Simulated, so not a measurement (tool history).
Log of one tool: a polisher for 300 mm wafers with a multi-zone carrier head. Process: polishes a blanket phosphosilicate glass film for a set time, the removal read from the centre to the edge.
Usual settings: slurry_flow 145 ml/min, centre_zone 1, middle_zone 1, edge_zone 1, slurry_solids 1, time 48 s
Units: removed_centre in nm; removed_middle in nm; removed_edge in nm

| run | hour | slurry_flow | centre_zone | middle_zone | edge_zone | slurry_solids | time | incoming thickness of the incoming film, nm | removed_centre | removed_middle | removed_edge |
|---|---|---|---|---|---|---|---|---|---|---|---|
| 1 | 0 | 195 | 1.12 | 1 | 0.92 | 0.9 | 48 | 2666.5 | 439.2 | 375.1 | 365.1 |
| 2 | 48 | 145 | 1 | 1 | 1 | 1 | 48 | 2704.2 | 397.5 | 382 | 385.4 |
| 3 | 96 | 145 | 0.91 | 0.96 | 1 | 1.3 | 48 | 2697.9 | 403 | 423.7 | 438.2 |
| 4 | 169.2 | 110 | 1.09 | 0.92 | 1 | 1 | 48 | 2680.9 | 407.3 | 340.1 | 367.1 |
|  | 227.3 | slurry nozzle cleaned |
| 5 | 267.8 | 145 | 1.08 | 1 | 1 | 1 | 48 | 2684.1 | 416.2 | 372 | 369.3 |
|  | 277.4 | centre zone pressure recalibrated |
|  | 293.2 | worn pad replaced by a new one |
| 6 | 323.6 | 145 | 1 | 1 | 1 | 1 | 40 | 2634.8 | 336.8 | 327.6 | 324.2 |
|  | 334.8 | carrier head's membrane replaced by a new one |
| 7 | 428.9 | 185 | 1 | 1 | 1.04 | 1 | 31 | 2659.8 | 267.1 | 261.8 | 260.6 |
| 8 | 490.8 | 145 | 1.08 | 0.89 | 1 | 0.75 | 48 | 2636.5 | 361.9 | 296.3 | 324.5 |
| 9 | 546.8 | 145 | 1 | 1 | 1 | 1 | 48 | 2708 | 401.5 | 389 | 385.8 |
| 10 | 599.2 | 145 | 0.88 | 1.07 | 1 | 1 | 48 | 2668.1 | 359.2 | 406.5 | 385.9 |
| 11 | 690.2 | 170 | 1 | 0.94 | 1.04 | 1.3 | 48 | 2689.7 | 457 | 421.2 | 451.5 |
|  | 707.5 | edge zone pressure recalibrated |
| 12 | 744.3 | 195 | 0.95 | 1 | 1 | 1 | 34 | 2665.7 | 275 | 280 | 272.6 |
|  | 760.3 | slurry nozzle cleaned |
| 13 | 810.6 | 145 | 0.89 | 0.9 | 1 | 1 | 48 | 2658 | 344.3 | 344.9 | 375.1 |
|  | 817.8 | worn pad replaced by a new one |
| 14 | 881.7 | 145 | 0.91 | 0.96 | 1 | 1.3 | 48 | 2650.4 | 427.8 | 434.5 | 445.9 |
| 15 | 963.1 | 145 | 1 | 1.08 | 1.11 | 0.8 | 48 | 2681.5 | 344.8 | 363.7 | 360.6 |
| 16 | 1062.2 | 145 | 1 | 1 | 1 | 1 | 48 | 2667.1 | 403.8 | 388.6 | 394.8 |
| 17 | 1158.4 | 145 | 1 | 1 | 0.88 | 1.15 | 48 | 2651.9 | 428.8 | 417.2 | 393.7 |
| 18 | 1264.2 | 145 | 1 | 1 | 1.12 | 1 | 48 | 2692.2 | 393 | 386.6 | 404.4 |
|  | 1286.4 | centre zone pressure recalibrated |
|  | 1306.2 | slurry nozzle cleaned |
| 19 | 1323.9 | 180 | 1 | 0.91 | 1 | 1.2 | 48 | 2690.4 | 434.6 | 391.2 | 423.8 |
| 20 | 1380 | 145 | 1 | 0.95 | 1 | 1 | 48 | 2679.1 | 387.2 | 359.9 | 373.8 |

The tool's hidden state at each run:
slurry flow missing at the pad, %: 0 in every run
deviation of the centre zone's pressure from its setpoint, %: 0 in every run
deviation of the edge zone's pressure from its setpoint, %: 0 in every run
H1: removal rate lost through wear of the pad, %
| run | H1 |
|---|---|
| 1 | 2.46 |
| 2 | 2.97 |
| 3 | 3.55 |
| 4 | 4.58 |
| 5 | 6.24 |
| 6 | 0.937 |
| 7 | 1.22 |
| 8 | 1.55 |
| 9 | 1.96 |
| 10 | 2.43 |
| 11 | 3.45 |
| 12 | 4.19 |
| 13 | 5.22 |
| 14 | 0.527 |
| 15 | 0.801 |
| 16 | 1.42 |
| 17 | 2.33 |
| 18 | 3.66 |
| 19 | 4.58 |
| 20 | 5.54 |
